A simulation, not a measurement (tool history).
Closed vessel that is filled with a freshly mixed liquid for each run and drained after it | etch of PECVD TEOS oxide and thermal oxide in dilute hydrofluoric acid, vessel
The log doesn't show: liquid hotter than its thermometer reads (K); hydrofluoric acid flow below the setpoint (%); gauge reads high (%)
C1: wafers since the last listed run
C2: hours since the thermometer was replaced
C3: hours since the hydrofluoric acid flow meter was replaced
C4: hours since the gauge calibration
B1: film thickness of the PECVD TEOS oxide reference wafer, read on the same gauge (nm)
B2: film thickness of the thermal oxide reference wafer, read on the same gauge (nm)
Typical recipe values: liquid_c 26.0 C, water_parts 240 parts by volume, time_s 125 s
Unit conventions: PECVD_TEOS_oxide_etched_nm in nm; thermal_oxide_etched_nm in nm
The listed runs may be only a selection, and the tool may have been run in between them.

Run 1, hour 0.0: usual settings but liquid_c 24.0 C; C1 0; C2 1977.3; C3 538.2; C4 543.1; B1 40.02; B2 70.014. Result: PECVD_TEOS_oxide_etched_nm 12.00 nm, thermal_oxide_etched_nm 1.786 nm.
Run 2, hour 48.2: usual settings but liquid_c 24.0 C, water_parts 210 parts by volume; C1 5427; C2 2025.5; C3 586.4; C4 591.3; B1 39.98; B2 70.002. Result: PECVD_TEOS_oxide_etched_nm 14.24 nm, thermal_oxide_etched_nm 2.077 nm.
Run 3, hour 94.2: usual settings but liquid_c 24.0 C, water_parts 210 parts by volume; C1 5179; C2 2071.5; C3 632.4; C4 637.3; B1 39.99; B2 70.019. Result: PECVD_TEOS_oxide_etched_nm 14.24 nm, thermal_oxide_etched_nm 2.152 nm.
At hour 104.9: thermometer replaced.
Run 4, hour 118.3: usual settings but liquid_c 24.0 C, water_parts 210 parts by volume; C1 2601; C2 13.4; C3 656.5; C4 661.4; B1 39.98; B2 69.973. Result: PECVD_TEOS_oxide_etched_nm 14.19 nm, thermal_oxide_etched_nm 2.087 nm.
Run 5, hour 170.9: usual settings; C1 5922; C2 66.0; C3 709.1; C4 714.0; B1 40.01; B2 70.033. Result: PECVD_TEOS_oxide_etched_nm 12.76 nm, thermal_oxide_etched_nm 1.979 nm.
Run 6, hour 218.1: usual settings; C1 5314; C2 113.2; C3 756.3; C4 761.2; B1 40.00; B2 69.998. Result: PECVD_TEOS_oxide_etched_nm 12.85 nm, thermal_oxide_etched_nm 1.944 nm.
Run 7, hour 273.3: usual settings but liquid_c 28.0 C, water_parts 145 parts by volume; C1 6215; C2 168.4; C3 811.5; C4 816.4; B1 40.02; B2 70.021. Result: PECVD_TEOS_oxide_etched_nm 25.58 nm, thermal_oxide_etched_nm 3.933 nm.
Run 8, hour 342.4: usual settings but water_parts 145 parts by volume; C1 7780; C2 237.5; C3 880.6; C4 885.5; B1 39.96; B2 69.996. Result: PECVD_TEOS_oxide_etched_nm 23.85 nm, thermal_oxide_etched_nm 3.533 nm.
Run 9, hour 410.4: usual settings; C1 7656; C2 305.5; C3 948.6; C4 953.5; B1 40.03; B2 70.018. Result: PECVD_TEOS_oxide_etched_nm 12.88 nm, thermal_oxide_etched_nm 1.889 nm.
Run 10, hour 463.8: usual settings; C1 6012; C2 358.9; C3 1002.0; C4 1006.9; B1 40.01; B2 69.989. Result: PECVD_TEOS_oxide_etched_nm 12.92 nm, thermal_oxide_etched_nm 1.923 nm.
Run 11, hour 520.6: usual settings but liquid_c 27.5 C, water_parts 310 parts by volume, time_s 105 s; C1 6395; C2 415.7; C3 1058.8; C4 1063.7; B1 40.01; B2 69.966. Result: PECVD_TEOS_oxide_etched_nm 8.18 nm, thermal_oxide_etched_nm 1.221 nm.
Run 12, hour 545.0: usual settings; C1 2747; C2 440.1; C3 1083.2; C4 1088.1; B1 40.05; B2 70.068. Result: PECVD_TEOS_oxide_etched_nm 12.93 nm, thermal_oxide_etched_nm 1.908 nm.
At hour 591.8: hydrofluoric acid flow meter replaced.
Run 13, hour 635.8: usual settings but liquid_c 21.0 C, water_parts 325 parts by volume, time_s 170 s; C1 10111; C2 530.9; C3 44.0; C4 1178.9; B1 40.01; B2 70.004. Result: PECVD_TEOS_oxide_etched_nm 10.05 nm, thermal_oxide_etched_nm 1.490 nm.
Run 14, hour 686.7: usual settings but liquid_c 23.0 C; C1 5731; C2 581.8; C3 94.9; C4 1229.8; B1 40.00; B2 70.000. Result: PECVD_TEOS_oxide_etched_nm 11.53 nm, thermal_oxide_etched_nm 1.753 nm.
Run 15, hour 722.3: usual settings but liquid_c 27.5 C, time_s 85 s; C1 4008; C2 617.4; C3 130.5; C4 1265.4; B1 40.00; B2 69.974. Result: PECVD_TEOS_oxide_etched_nm 9.24 nm, thermal_oxide_etched_nm 1.348 nm.
At hour 767.4: gauge calibrated.
Run 16, hour 768.5: usual settings but liquid_c 22.0 C; C1 5202; C2 663.6; C3 176.7; C4 1.1; B1 40.01; B2 70.022. Result: PECVD_TEOS_oxide_etched_nm 11.02 nm, thermal_oxide_etched_nm 1.628 nm.
Run 17, hour 798.5: usual settings but water_parts 145 parts by volume, time_s 170 s; C1 3377; C2 693.6; C3 206.7; C4 31.1; B1 39.98; B2 70.023. Result: PECVD_TEOS_oxide_etched_nm 32.11 nm, thermal_oxide_etched_nm 4.988 nm.
Run 18, hour 864.4: usual settings but liquid_c 23.0 C, water_parts 195 parts by volume; C1 7420; C2 759.5; C3 272.6; C4 97.0; B1 39.95; B2 70.020. Result: PECVD_TEOS_oxide_etched_nm 14.79 nm, thermal_oxide_etched_nm 2.221 nm.
Run 19, hour 894.0: usual settings but liquid_c 22.0 C, water_parts 360 parts by volume, time_s 55 s; C1 3332; C2 789.1; C3 302.2; C4 126.6; B1 39.99; B2 70.014. Result: PECVD_TEOS_oxide_etched_nm 2.96 nm, thermal_oxide_etched_nm 0.435 nm.
Run 20, hour 926.9: usual settings but liquid_c 22.0 C, time_s 155 s; C1 3704; C2 822.0; C3 335.1; C4 159.5; B1 40.02; B2 69.970. Result: PECVD_TEOS_oxide_etched_nm 13.93 nm, thermal_oxide_etched_nm 2.111 nm.
Run 21, hour 981.7: usual settings but liquid_c 23.5 C; C1 6170; C2 876.8; C3 389.9; C4 214.3; B1 40.01; B2 69.988. Result: PECVD_TEOS_oxide_etched_nm 11.83 nm, thermal_oxide_etched_nm 1.767 nm.
Run 22, hour 1042.9: usual settings but liquid_c 21.5 C, water_parts 270 parts by volume, time_s 100 s; C1 6890; C2 938.0; C3 451.1; C4 275.5; B1 39.98; B2 69.973. Result: PECVD_TEOS_oxide_etched_nm 7.51 nm, thermal_oxide_etched_nm 1.141 nm.
Run 23, hour 1112.1: usual settings but time_s 100 s; C1 7791; C2 1007.2; C3 520.3; C4 344.7; B1 40.05; B2 69.968. Result: PECVD_TEOS_oxide_etched_nm 10.34 nm, thermal_oxide_etched_nm 1.534 nm.
Run 24, hour 1169.4: usual settings but water_parts 160 parts by volume, time_s 145 s; C1 6451; C2 1064.5; C3 577.6; C4 402.0; B1 40.03; B2 69.993. Result: PECVD_TEOS_oxide_etched_nm 24.39 nm, thermal_oxide_etched_nm 3.624 nm.
Run 25, hour 1377.0: usual settings; C1 23375; C2 1272.1; C3 785.2; C4 609.6; B1 40.00; B2 70.033. Result: PECVD_TEOS_oxide_etched_nm 12.92 nm, thermal_oxide_etched_nm 1.868 nm.
Run 26, hour 1426.1: usual settings but liquid_c 28.5 C, water_parts 210 parts by volume, time_s 160 s; C1 5528; C2 1321.2; C3 834.3; C4 658.7; B1 39.99; B2 69.955. Result: PECVD_TEOS_oxide_etched_nm 21.32 nm, thermal_oxide_etched_nm 3.146 nm.
Run 27, hour 1456.7: usual settings but liquid_c 22.5 C, water_parts 320 parts by volume; C1 3445; C2 1351.8; C3 864.9; C4 689.3; B1 39.98; B2 70.052. Result: PECVD_TEOS_oxide_etched_nm 7.90 nm, thermal_oxide_etched_nm 1.172 nm.

Forecast each of these 3 alternatives for the next run:
Run A, hour 1457.4: usual settings; C1 78; C2 1352.5; C3 865.6; C4 690.0; B1 ?; B2 ?. Result: PECVD_TEOS_oxide_etched_nm ?, thermal_oxide_etched_nm ?.
Run B, hour 1457.4: usual settings but liquid_c 30.0 C; C1 78; C2 1352.5; C3 865.6; C4 690.0; B1 ?; B2 ?. Result: PECVD_TEOS_oxide_etched_nm ?, thermal_oxide_etched_nm ?.
Run C, hour 1457.4: usual settings but liquid_c 21.5 C; C1 78; C2 1352.5; C3 865.6; C4 690.0; B1 ?; B2 ?. Result: PECVD_TEOS_oxide_etched_nm ?, thermal_oxide_etched_nm ?.

run     B1      B2  PECVD_TEOS_oxide_etched_nm  thermal_oxide_etched_nm
  A  39.98  70.030                       12.80                    1.937
  B  39.98  70.030                       14.69                    2.222
  C  39.98  70.030                       10.88                    1.646
What these runs would have given with no unlogged condition in the tool:
run  PECVD_TEOS_oxide_etched_nm  thermal_oxide_etched_nm
  A                       12.80                    1.937
  B                       14.69                    2.222
  C                       10.88                    1.646
